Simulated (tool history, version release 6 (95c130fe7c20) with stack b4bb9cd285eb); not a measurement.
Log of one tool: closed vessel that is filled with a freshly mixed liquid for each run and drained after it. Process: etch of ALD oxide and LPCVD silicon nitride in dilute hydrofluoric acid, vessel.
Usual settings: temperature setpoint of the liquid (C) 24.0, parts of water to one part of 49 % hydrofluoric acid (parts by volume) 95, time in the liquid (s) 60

run	hour	temperature setpoint of the liquid (C)	parts of water to one part of 49 % hydrofluoric acid (parts by volume)	time in the liquid (s)	read-back film thickness of the ALD oxide reference wafer, read on the same gauge (nm)	read-back film thickness of the LPCVD silicon nitride reference wafer, read on the same gauge (nm)	thickness taken off the ALD oxide on a monitor wafer (Å)	thickness taken off the LPCVD silicon nitride on a monitor wafer (Å)
1	0.0	24.0	95	60	80.00	119.957	156.8	3.47
2	72.8	24.0	95	60	79.97	119.951	155.8	3.05
3	157.2	24.0	95	60	80.00	120.016	157.6	2.90
4	407.9	24.0	95	60	80.03	119.993	160.2	3.05
5	461.0	24.0	95	60	79.99	119.939	161.1	3.85
# hour 528.1: hydrofluoric acid flow meter replaced
6	556.2	24.0	95	60	80.00	120.008	154.7	2.74
7	620.9	24.0	95	60	79.95	120.020	155.3	2.74
# hour 660.9: gauge calibrated
8	663.6	24.0	95	60	79.98	119.999	155.9	3.25
9	710.7	24.0	60	60	80.00	120.015	258.2	5.54
10	793.1	24.0	95	60	80.02	120.029	157.2	2.93
11	863.9	24.0	95	60	79.98	119.991	157.0	3.57
12	901.0	24.0	80	30	79.99	120.003	96.3	1.93
13	1008.7	28.0	125	90	80.02	119.935	205.7	4.59
14	1093.6	27.0	55	30	79.96	120.051	164.9	3.30
15	1147.1	28.5	80	35	80.02	119.989	135.8	3.10
# hour 1150.7: hydrofluoric acid flow meter replaced
# hour 1179.4: thermometer replaced
16	1200.4	26.5	110	95	80.02	120.001	231.7	5.14
17	1482.6	21.5	45	60	79.99	119.981	324.1	4.79
18	1540.0	24.0	95	60	80.03	119.993	161.9	2.65
19	1636.1	24.0	50	90	79.96	119.992	487.0	7.00
20	1743.2	24.0	140	60	80.02	119.975	105.0	2.43
21	1797.1	24.0	95	60	80.01	119.934	162.7	3.33
22	1901.5	24.0	95	60	80.01	120.007	164.6	2.93

Forecast each of these 3 alternatives for the next run:
A	1902.2	24.0	45	60	?	?	?	?
B	1902.2	24.0	55	85	?	?	?	?
C	1902.2	22.0	95	60	?	?	?	?

run	read-back film thickness of the ALD oxide reference wafer, read on the same gauge (nm)	read-back film thickness of the LPCVD silicon nitride reference wafer, read on the same gauge (nm)	thickness taken off the ALD oxide on a monitor wafer (Å)	thickness taken off the LPCVD silicon nitride on a monitor wafer (Å)
A	79.99	119.968	371.8	6.91
B	79.99	119.968	425.7	8.05
C	79.99	119.968	152.9	2.90
Without the tool's hidden state the same runs would have given:
run	thickness taken off the ALD oxide on a monitor wafer (Å)	thickness taken off the LPCVD silicon nitride on a monitor wafer (Å)
A	353.4	6.66
B	404.2	7.75
C	144.8	2.80
